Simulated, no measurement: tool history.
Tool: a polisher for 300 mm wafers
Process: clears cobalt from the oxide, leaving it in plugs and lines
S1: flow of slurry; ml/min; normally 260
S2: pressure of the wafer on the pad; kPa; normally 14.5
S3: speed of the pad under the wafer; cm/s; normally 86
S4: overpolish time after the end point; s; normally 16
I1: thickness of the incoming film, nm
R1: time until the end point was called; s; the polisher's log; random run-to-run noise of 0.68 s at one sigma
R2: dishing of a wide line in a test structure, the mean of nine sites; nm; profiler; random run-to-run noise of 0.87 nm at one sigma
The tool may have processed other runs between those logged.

run   hour   S1    S2  S3  S4     I1    R1    R2
  1      0  260  14.5  96  16  316.3  67.5  44.1
      14.2  -- worn pad replaced by a new one
  2   14.7  260  14.5  86  16  322.7    78  42.7
  3   21.7  260  14.5  86  16  323.6  76.9  41.2
  4   27.7  260  14.5  86  11  316.8  76.8  33.6
  5   41.3  260  14.5  86  11  321.9  76.3  32.5
  6   58.4  325  14.5  86  16  323.2  76.7  41.3
  7   75.5  260  14.5  86  16  318.4  76.5  41.4
      91.8  -- worn pad replaced by a new one
  8   92.3  260  14.5  86  16    325  79.7  40.8
  9  105.1  260  14.5  86  16  319.4  78.4  41.9
     113.5  -- slurry nozzle cleaned
 10    114  305  14.5  86  16  315.3  71.4  42.5
 11  123.7  260  14.5  86  16  319.7  73.4  42.2
 12  136.2  225  18.6  64  23  314.2    84  46.5
     145.1  -- head pressure recalibrated
 13  145.6  260  16.5  86  16  313.8  61.3  45.7
 14  158.9  260    11  78  25    322  91.6  46.7
     168.8  -- worn pad replaced by a new one
 15  169.3  220  14.5  58  16  318.2   104    34
 16  175.6  225  13.1  96  10  321.3  67.7  34.9
 17  211.7  170  14.5  86   8  323.7  77.6  27.3
 18  227.5  335  16.5  86  20  322.4  64.5    48
 19  238.2  170  14.5  86   8  320.5  78.1    27
 20  244.2  225  18.6  64  23  318.5  85.1  47.2
     266.2  -- worn pad replaced by a new one
 21  266.7  230  17.2  86  11  322.4  68.3  36.6

5 options for the next run, each taken on its own from the tool as it stands now. Forecast them:
  A  267.2  260  14.5   86  16  319.3   ?   ?
  B  267.2  260  14.5  114  16  319.3   ?   ?
  C  267.2  310    11  104  16  319.3   ?   ?
  D  267.2  260  14.5  112  16  319.3   ?   ?
  E  267.2  260  15.9  102   9  319.3   ?   ?

run    R1    R2
  A  72.7  42.1
  B  54.8  47.4
  C    70  42.9
  D  55.8  47.1
  E  57.7  34.9
With no hidden state in the tool, these same runs would have given:
run    R1    R2
  A    66    44
  B  49.8    49
  C  63.9  44.7
  D  50.7  48.7
  E  52.3  36.9
